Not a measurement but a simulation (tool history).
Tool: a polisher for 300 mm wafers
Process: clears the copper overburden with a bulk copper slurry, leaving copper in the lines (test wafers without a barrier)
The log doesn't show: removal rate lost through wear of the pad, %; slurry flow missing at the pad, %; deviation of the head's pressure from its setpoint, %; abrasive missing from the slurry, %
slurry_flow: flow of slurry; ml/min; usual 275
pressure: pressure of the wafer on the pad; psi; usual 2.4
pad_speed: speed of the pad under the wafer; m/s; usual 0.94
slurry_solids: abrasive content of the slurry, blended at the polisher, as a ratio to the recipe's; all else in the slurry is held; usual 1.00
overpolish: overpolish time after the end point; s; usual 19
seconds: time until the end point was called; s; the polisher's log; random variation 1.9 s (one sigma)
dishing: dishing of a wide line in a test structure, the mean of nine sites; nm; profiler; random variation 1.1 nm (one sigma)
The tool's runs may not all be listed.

run   hour  slurry_flow  pressure  pad_speed  slurry_solids  overpolish  wafers since the last listed run  wafers polished on this pad  hours since the slurry nozzle was cleaned  hours since the head pressure was calibrated  hours since the slurry blender was calibrated  incoming thickness of the incoming film, nm  seconds  dishing
  1    0.0          335       2.4       0.94           1.00          19                                 0                          305                                      647.7                                        1064.9                                          206.5                                       1030.9    124.1     83.5
  2   14.0          275       2.4       0.94           1.00          19                               134                          439                                      661.7                                        1078.9                                          220.5                                       1045.1    133.5     78.1
  3   28.2          275       2.4       0.94           1.00          19                               136                          575                                      675.9                                        1093.1                                          234.7                                       1023.8    129.1     78.1
  4   52.4          275       2.4       0.94           1.00          19                               232                          808                                      700.1                                        1117.3                                          258.9                                       1040.0    136.4     79.9
  5   65.2          275       2.4       0.94           1.00          19                               122                          930                                      712.9                                        1130.1                                          271.7                                       1021.5    134.0     75.1
  6   94.1          275       2.4       1.16           1.00          19                               277                         1208                                      741.8                                        1159.0                                          300.6                                       1039.2    117.1     85.1
     103.8  -- worn pad replaced by a new one
  7  115.8          250       1.9       0.94           1.00          19                               169                          115                                      763.5                                        1180.7                                          322.3                                       1017.2    162.7     68.8
     128.4  -- slurry blender recalibrated
  8  144.7          275       2.4       0.94           1.00          19                               258                          373                                      792.4                                        1209.6                                           16.3                                       1047.3    131.7     79.4
     214.4  -- head pressure recalibrated
  9  224.9          275       2.4       0.94           1.15          19                               750                         1123                                      872.6                                          10.5                                           96.5                                       1034.5    133.6     76.4
 10  237.7          275       3.0       1.02           0.70          19                               122                         1246                                      885.4                                          23.3                                          109.3                                       1015.4    116.6     87.2
     242.8  -- worn pad replaced by a new one
     247.3  -- slurry nozzle cleaned
 11  262.4          230       2.4       0.94           1.00          19                               189                          178                                       15.1                                          48.0                                          134.0                                       1032.2    132.0     80.8
 12  284.1          355       3.2       1.10           1.20          19                               208                          386                                       36.8                                          69.7                                          155.7                                       1024.3     76.9    111.4
 13  298.1          275       2.4       1.08           1.00          11                               134                          520                                       50.8                                          83.7                                          169.7                                       1037.6    114.2     61.2
 14  317.9          275       2.8       1.20           1.00          19                               189                          710                                       70.6                                         103.5                                          189.5                                       1038.0     90.3    102.4
 15  337.8          320       2.4       1.06           0.90          19                               190                          901                                       90.5                                         123.4                                          209.4                                       1012.4    120.4     83.2

Some steps in seconds between neighbouring runs. How much of each would the tool show without its hidden state too (settings, what came in, random variation), and how much is left for the hidden state, with any gauge scatter that isn't in both results?
Run 10 -> 11: slurry_flow 275 -> 230, pressure 3.0 -> 2.4, pad_speed 1.02 -> 0.94, slurry_solids 0.70 -> 1.00, worn pad replaced by a new one, slurry nozzle cleaned. seconds +15.4 s: hidden state -12.8, all else +28.2.
Run 11 -> 12: slurry_flow 230 -> 355, pressure 2.4 -> 3.2, pad_speed 0.94 -> 1.10, slurry_solids 1.00 -> 1.20. seconds -55.1 s: hidden state +0.5, all else -55.6.

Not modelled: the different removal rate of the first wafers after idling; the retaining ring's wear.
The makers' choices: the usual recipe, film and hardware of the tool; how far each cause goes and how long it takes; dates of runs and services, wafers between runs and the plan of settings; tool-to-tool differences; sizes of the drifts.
